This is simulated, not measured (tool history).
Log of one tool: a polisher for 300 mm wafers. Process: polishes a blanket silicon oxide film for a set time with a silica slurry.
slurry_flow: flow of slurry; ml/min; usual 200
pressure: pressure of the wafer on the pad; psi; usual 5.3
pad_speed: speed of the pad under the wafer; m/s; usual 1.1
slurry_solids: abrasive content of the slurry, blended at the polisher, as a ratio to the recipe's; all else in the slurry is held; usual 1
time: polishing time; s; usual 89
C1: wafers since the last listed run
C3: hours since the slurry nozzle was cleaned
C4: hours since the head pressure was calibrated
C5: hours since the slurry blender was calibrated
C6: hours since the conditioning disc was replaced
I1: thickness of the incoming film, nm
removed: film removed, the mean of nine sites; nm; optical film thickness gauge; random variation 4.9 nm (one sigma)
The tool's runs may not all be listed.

run 1 hour=0 | slurry_flow=200 pressure=5.3 pad_speed=1.1 slurry_solids=1 time=89 | C1=0 wafers_polished_on_this_pad=1053 C3=479 C4=995.7 C5=34 C6=83.1 | I1=1470.9 | removed=415.7
run 2 hour=27.4 | slurry_flow=200 pressure=5.3 pad_speed=1.1 slurry_solids=1 time=89 | C1=288 wafers_polished_on_this_pad=1342 C3=506.4 C4=1023.1 C5=61.4 C6=110.5 | I1=1476 | removed=418.4
-- hour=50.2 worn pad replaced by a new one
run 3 hour=60.5 | slurry_flow=200 pressure=5.3 pad_speed=1.1 slurry_solids=1 time=89 | C1=306 wafers_polished_on_this_pad=108 C3=539.5 C4=1056.2 C5=94.5 C6=143.6 | I1=1474.7 | removed=413
-- hour=70.5 head pressure recalibrated
run 4 hour=81.4 | slurry_flow=200 pressure=5.3 pad_speed=1.1 slurry_solids=1 time=89 | C1=199 wafers_polished_on_this_pad=307 C3=560.4 C4=10.9 C5=115.4 C6=164.5 | I1=1461.7 | removed=403.5
run 5 hour=114.6 | slurry_flow=200 pressure=5.3 pad_speed=1.1 slurry_solids=1 time=89 | C1=349 wafers_polished_on_this_pad=657 C3=593.6 C4=44.1 C5=148.6 C6=197.7 | I1=1491.4 | removed=405.8
run 6 hour=129.7 | slurry_flow=200 pressure=5.3 pad_speed=1.1 slurry_solids=1 time=89 | C1=159 wafers_polished_on_this_pad=816 C3=608.7 C4=59.2 C5=163.7 C6=212.8 | I1=1458.4 | removed=403.1
run 7 hour=147.8 | slurry_flow=200 pressure=5.3 pad_speed=1.1 slurry_solids=1 time=106 | C1=190 wafers_polished_on_this_pad=1007 C3=626.8 C4=77.3 C5=181.8 C6=230.9 | I1=1459.7 | removed=482.9
-- hour=156.9 slurry blender recalibrated
run 8 hour=164 | slurry_flow=200 pressure=5.3 pad_speed=1.1 slurry_solids=1 time=106 | C1=149 wafers_polished_on_this_pad=1157 C3=643 C4=93.5 C5=7.1 C6=247.1 | I1=1495.2 | removed=477
run 9 hour=178.2 | slurry_flow=200 pressure=5.3 pad_speed=1.1 slurry_solids=1 time=106 | C1=149 wafers_polished_on_this_pad=1306 C3=657.2 C4=107.7 C5=21.3 C6=261.3 | I1=1497.8 | removed=475.1
-- hour=183.8 conditioning disc replaced and pad reconditioned
run 10 hour=201.2 | slurry_flow=200 pressure=5.3 pad_speed=0.84 slurry_solids=1 time=89 | C1=221 wafers_polished_on_this_pad=1528 C3=680.2 C4=130.7 C5=44.3 C6=17.4 | I1=1471.1 | removed=312.6
-- hour=219.7 worn pad replaced by a new one
run 11 hour=226.2 | slurry_flow=200 pressure=6.3 pad_speed=1.1 slurry_solids=1 time=89 | C1=221 wafers_polished_on_this_pad=68 C3=705.2 C4=155.7 C5=69.3 C6=42.4 | I1=1475.6 | removed=428.7
run 12 hour=241.9 | slurry_flow=175 pressure=4.4 pad_speed=1.34 slurry_solids=1 time=102 | C1=165 wafers_polished_on_this_pad=233 C3=720.9 C4=171.4 C5=85 C6=58.1 | I1=1451.7 | removed=449.9
run 13 hour=259 | slurry_flow=245 pressure=5.3 pad_speed=1.1 slurry_solids=1 time=76 | C1=180 wafers_polished_on_this_pad=413 C3=738 C4=188.5 C5=102.1 C6=75.2 | I1=1480.2 | removed=340.9
-- hour=287.1 slurry nozzle cleaned
run 14 hour=288 | slurry_flow=200 pressure=6.3 pad_speed=1.1 slurry_solids=1 time=89 | C1=295 wafers_polished_on_this_pad=708 C3=0.9 C4=217.5 C5=131.1 C6=104.2 | I1=1446.9 | removed=468.2
-- hour=310.2 slurry blender recalibrated
run 15 hour=311.4 | slurry_flow=255 pressure=4 pad_speed=1.2 slurry_solids=1 time=63 | C1=225 wafers_polished_on_this_pad=934 C3=24.3 C4=240.9 C5=1.2 C6=127.6 | I1=1482 | removed=278.6
run 16 hour=343.1 | slurry_flow=130 pressure=5.3 pad_speed=0.88 slurry_solids=0.8 time=118 | C1=334 wafers_polished_on_this_pad=1268 C3=56 C4=272.6 C5=32.9 C6=159.3 | I1=1485.1 | removed=393.2
-- hour=367.1 worn pad replaced by a new one
run 17 hour=374.1 | slurry_flow=200 pressure=5.3 pad_speed=1.1 slurry_solids=1 time=110 | C1=284 wafers_polished_on_this_pad=74 C3=87 C4=303.6 C5=63.9 C6=190.3 | I1=1475.4 | removed=525.5
run 18 hour=407.9 | slurry_flow=170 pressure=5.3 pad_speed=1.1 slurry_solids=1 time=105 | C1=356 wafers_polished_on_this_pad=430 C3=120.8 C4=337.4 C5=97.7 C6=224.1 | I1=1484 | removed=482.2
run 19 hour=435.7 | slurry_flow=200 pressure=5.3 pad_speed=1.1 slurry_solids=1 time=89 | C1=292 wafers_polished_on_this_pad=723 C3=148.6 C4=365.2 C5=125.5 C6=251.9 | I1=1452 | removed=420.2
run 20 hour=466.1 | slurry_flow=200 pressure=4 pad_speed=0.84 slurry_solids=0.8 time=97 | C1=320 wafers_polished_on_this_pad=1043 C3=179 C4=395.6 C5=155.9 C6=282.3 | I1=1481.3 | removed=285.9
-- hour=476.3 conditioning disc replaced and pad reconditioned
run 21 hour=494.9 | slurry_flow=150 pressure=3.6 pad_speed=1.24 slurry_solids=1.15 time=89 | C1=282 wafers_polished_on_this_pad=1326 C3=207.8 C4=424.4 C5=184.7 C6=18.6 | I1=1474.2 | removed=372.1
-- hour=505.2 slurry blender recalibrated
-- hour=535.6 worn pad replaced by a new one
run 22 hour=536.1 | slurry_flow=200 pressure=6.2 pad_speed=1.24 slurry_solids=1 time=58 | C1=370 wafers_polished_on_this_pad=5 C3=249 C4=465.6 C5=30.9 C6=59.8 | I1=1436 | removed=337
run 23 hour=556.8 | slurry_flow=145 pressure=5.3 pad_speed=1.1 slurry_solids=1.3 time=75 | C1=218 wafers_polished_on_this_pad=223 C3=269.7 C4=486.3 C5=51.6 C6=80.5 | I1=1451.9 | removed=368.1
run 24 hour=573.4 | slurry_flow=200 pressure=5.3 pad_speed=1.32 slurry_solids=1 time=89 | C1=174 wafers_polished_on_this_pad=398 C3=286.3 C4=502.9 C5=68.2 C6=97.1 | I1=1478.1 | removed=476.8

Forecast run 25:
run 25 hour=600.1 | slurry_flow=140 pressure=5.3 pad_speed=0.98 slurry_solids=1.15 time=100 | C1=281 wafers_polished_on_this_pad=679 C3=313 C4=529.6 C5=94.9 C6=123.8 | I1=1473.9 | removed=?

Run 25 gave removed 427 nm.
Without the tool's hidden state the same run would have given removed 438.8 nm.
